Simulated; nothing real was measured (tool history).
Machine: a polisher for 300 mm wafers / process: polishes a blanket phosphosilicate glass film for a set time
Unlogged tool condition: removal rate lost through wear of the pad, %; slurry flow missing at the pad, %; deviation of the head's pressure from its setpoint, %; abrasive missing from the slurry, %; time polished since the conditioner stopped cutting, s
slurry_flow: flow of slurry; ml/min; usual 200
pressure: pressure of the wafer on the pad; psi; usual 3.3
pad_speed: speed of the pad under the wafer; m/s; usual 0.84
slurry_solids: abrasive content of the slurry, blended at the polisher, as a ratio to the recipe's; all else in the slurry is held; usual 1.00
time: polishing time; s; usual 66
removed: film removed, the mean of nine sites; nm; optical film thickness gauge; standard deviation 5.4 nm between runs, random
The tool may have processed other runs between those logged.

run,hour,slurry_flow,pressure,pad_speed,slurry_solids,time,wafers since the last listed run,wafers polished on this pad,hours since the slurry nozzle was cleaned,hours since the head pressure was calibrated,hours since the slurry blender was calibrated,hours since the conditioning disc was replaced,"incoming thickness of the incoming film, nm",removed
1,0.0,165,3.3,1.02,1.00,66,0,1694,610.9,355.4,150.2,137.0,2204.0,557.8
2,36.6,165,3.3,1.02,1.00,66,418,2112,647.5,392.0,186.8,173.6,2189.1,541.1
# hour 38.8: head pressure recalibrated
3,68.0,200,3.3,0.84,1.00,66,336,2448,678.9,29.2,218.2,205.0,2216.8,461.8
4,104.6,200,3.3,0.84,1.00,66,418,2867,715.5,65.8,254.8,241.6,2183.7,455.7
# hour 145.2: slurry nozzle cleaned
5,145.7,200,3.3,0.84,1.00,66,458,3325,0.5,106.9,295.9,282.7,2158.8,442.5
6,170.8,200,3.3,0.84,1.00,66,286,3612,25.6,132.0,321.0,307.8,2230.4,423.6
# hour 188.3: slurry blender recalibrated
# hour 206.7: worn pad replaced by a new one
7,221.2,200,3.3,0.84,1.00,66,507,165,76.0,182.4,32.9,358.2,2209.1,486.2
8,254.4,200,3.3,0.84,1.00,66,379,545,109.2,215.6,66.1,391.4,2221.7,493.8
9,313.7,200,3.3,0.98,1.15,66,677,1223,168.5,274.9,125.4,450.7,2209.8,609.6
10,344.7,200,3.3,0.84,1.00,66,354,1577,199.5,305.9,156.4,481.7,2183.8,471.5
11,379.3,165,3.7,0.58,1.00,66,395,1972,234.1,340.5,191.0,516.3,2206.7,394.8
# hour 417.8: conditioning disc replaced and pad reconditioned
12,428.7,200,2.1,0.98,1.00,66,541,2514,283.5,389.9,240.4,10.9,2183.9,334.9
13,482.2,250,3.7,0.94,1.00,79,611,3126,337.0,443.4,293.9,64.4,2195.5,653.8
# hour 509.5: worn pad replaced by a new one
# hour 517.6: head pressure recalibrated
14,534.0,200,4.1,0.84,1.00,66,523,257,388.8,16.4,345.7,116.2,2213.1,532.2
# hour 542.4: slurry blender recalibrated
15,600.4,200,3.3,0.84,1.00,66,736,993,455.2,82.8,58.0,182.6,2176.2,485.8
16,644.3,200,3.3,0.84,1.00,66,501,1495,499.1,126.7,101.9,226.5,2231.5,479.7
17,689.4,230,3.3,0.98,0.90,80,515,2010,544.2,171.8,147.0,271.6,2171.3,597.5
18,749.0,200,4.1,0.84,1.00,66,681,2692,603.8,231.4,206.6,331.2,2153.1,570.1
19,809.8,200,2.6,0.60,0.75,66,695,3387,664.6,292.2,267.4,392.0,2189.9,203.3
# hour 869.3: worn pad replaced by a new one
# hour 872.5: slurry blender recalibrated
20,872.8,200,3.3,0.84,1.00,66,651,17,727.6,355.2,0.3,455.0,2176.6,495.6
# hour 873.8: slurry nozzle cleaned
# hour 920.7: conditioning disc replaced and pad reconditioned
21,924.8,200,3.3,0.84,1.00,66,560,577,51.0,407.2,52.3,4.1,2207.9,486.8
22,983.0,145,2.3,0.84,1.00,66,665,1242,109.2,465.4,110.5,62.3,2184.9,331.2
# hour 1014.6: head pressure recalibrated
23,1048.8,200,3.3,0.84,1.00,59,729,1972,175.0,34.2,176.3,128.1,2157.9,421.5
24,1083.2,200,3.3,1.08,1.00,66,393,2365,209.4,68.6,210.7,162.5,2207.1,570.1
25,1164.7,200,2.5,0.84,0.90,74,931,3297,290.9,150.1,292.2,244.0,2195.1,344.9

4 ways to go on from here, each from the tool as it stands after run 25. What would each give?
A,1165.2,200,2.8,0.84,1.00,66,5,3303,291.4,150.6,292.7,244.5,2188.8,?
B,1165.2,200,3.3,0.98,1.10,66,5,3303,291.4,150.6,292.7,244.5,2188.8,?
C,1165.2,235,3.3,0.84,0.90,66,5,3303,291.4,150.6,292.7,244.5,2188.8,?
D,1165.2,200,4.3,1.12,0.85,66,5,3303,291.4,150.6,292.7,244.5,2188.8,?

run,removed
A,368.3
B,525.5
C,404.1
D,622.4
With no hidden state in the tool, these same runs would have given:
run,removed
A,414.4
B,586.4
C,459.0
D,710.9

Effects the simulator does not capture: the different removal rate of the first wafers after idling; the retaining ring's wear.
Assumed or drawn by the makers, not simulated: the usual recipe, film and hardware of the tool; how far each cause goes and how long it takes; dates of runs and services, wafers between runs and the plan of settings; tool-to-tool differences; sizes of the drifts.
